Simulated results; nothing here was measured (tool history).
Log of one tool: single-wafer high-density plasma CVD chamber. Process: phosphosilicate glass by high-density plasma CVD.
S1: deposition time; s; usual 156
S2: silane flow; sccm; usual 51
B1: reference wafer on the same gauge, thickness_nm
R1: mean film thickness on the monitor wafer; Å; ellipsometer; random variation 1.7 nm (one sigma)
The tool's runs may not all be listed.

run   hour   S1  S2       B1       R1
  1      0  156  51  701.691   7167.2
  2   94.8  156  51  701.903  7132.18
  3  153.2  180  51  702.161  8207.19
  4  225.3  180  51  702.012  8197.51
  5  321.6  156  48  702.018  6883.05
  6  370.6  156  48  702.209  6850.51
  7  455.6  156  48  701.838  6806.15
  8  506.9  156  51  702.264  7050.29
     537.2  -- gauge calibrated
  9  583.7  156  51  702.056  7068.07
     592.3  -- silane flow controller replaced
 10  667.8  156  51  702.182  7368.94
 11  723.1  172  47  702.395  7756.02
 12  802.9  156  51  701.525  7305.82
 13  888.6  156  51  701.957  7330.53

Forecast run 14:
 14  924.9  167  54   ?   ?

Run 14 gave B1 702.206, R1 8088.63 Å.
Without the tool's hidden state the same run would have given R1 8107.28 Å.
